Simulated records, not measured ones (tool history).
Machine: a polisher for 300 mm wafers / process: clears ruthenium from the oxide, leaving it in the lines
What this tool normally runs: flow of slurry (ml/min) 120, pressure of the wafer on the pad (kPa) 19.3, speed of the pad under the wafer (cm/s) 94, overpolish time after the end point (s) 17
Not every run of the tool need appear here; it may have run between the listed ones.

run	hour	flow of slurry (ml/min)	pressure of the wafer on the pad (kPa)	speed of the pad under the wafer (cm/s)	overpolish time after the end point (s)	incoming thickness of the incoming film, nm	time until the end point was called (s)
1	0.0	120	19.3	94	17	169.3	143.6
2	19.0	120	19.3	94	17	168.8	139.9
3	40.1	120	19.3	94	17	173.2	150.9
4	66.0	120	19.3	94	17	167.0	147.6
5	92.0	120	19.3	94	17	168.6	144.4
6	112.4	120	19.3	94	17	168.5	146.3
# hour 163.7: slurry nozzle cleaned
# hour 170.7: worn pad replaced by a new one
7	182.4	120	21.4	94	17	167.1	132.6
8	196.8	120	21.4	94	17	169.9	131.7
9	210.8	120	19.3	94	12	168.3	145.4
# hour 220.0: head pressure recalibrated
10	232.1	120	19.3	94	12	169.1	125.3
11	264.0	120	19.3	94	12	167.9	128.8
12	278.6	120	19.3	94	17	167.2	132.5
13	293.6	120	19.3	94	17	171.7	136.7
14	313.1	120	19.3	94	17	172.0	138.6
15	334.3	120	19.3	94	17	169.6	141.3
16	359.0	95	22.8	94	17	172.0	136.2
# hour 380.9: worn pad replaced by a new one
17	391.5	120	19.3	94	11	171.2	136.2
18	472.8	120	15.9	94	17	170.5	170.6
19	487.6	120	19.3	94	17	169.1	134.9
# hour 489.4: slurry nozzle cleaned
20	523.5	120	19.3	94	17	170.7	143.6
21	559.1	100	19.3	94	17	168.6	145.2
22	583.7	155	19.3	94	25	170.2	142.3
# hour 619.8: worn pad replaced by a new one
23	620.3	80	26.2	94	11	169.9	119.0
24	643.7	120	19.3	94	22	170.7	135.8
25	661.0	120	19.3	124	17	170.8	108.2
26	674.1	120	19.3	94	22	170.7	141.8
27	706.6	150	19.3	94	17	167.6	135.1
28	729.6	120	19.3	84	17	170.7	161.0
29	758.2	120	24.1	84	10	167.8	131.5
30	770.4	150	19.3	106	11	170.4	125.9
# hour 784.5: slurry nozzle cleaned
# hour 799.1: head pressure recalibrated
31	802.3	120	19.3	94	9	168.2	134.9
32	834.6	105	13.1	94	17	168.1	194.8
33	848.1	120	19.3	94	17	172.0	139.6
# hour 856.7: worn pad replaced by a new one
34	871.1	120	19.3	94	17	167.9	131.9
35	898.5	105	14.5	86	22	167.6	193.6
36	926.3	85	25.5	122	17	169.9	91.2

4 ways to go on from here, each from the tool as it stands after run 36. What would each give?
A	926.8	120	19.3	66	17	168.9	?
B	926.8	145	14.5	82	27	168.9	?
C	926.8	120	13.1	106	11	168.9	?
D	926.8	85	13.1	70	14	168.9	?

run	time until the end point was called (s)
A	194.9
B	191.7
C	167.1
D	278.0
The same runs, with their run-to-run variation unchanged, on a tool lacking any hidden condition would have given:
run	time until the end point was called (s)
A	179.7
B	176.7
C	154.1
D	256.4
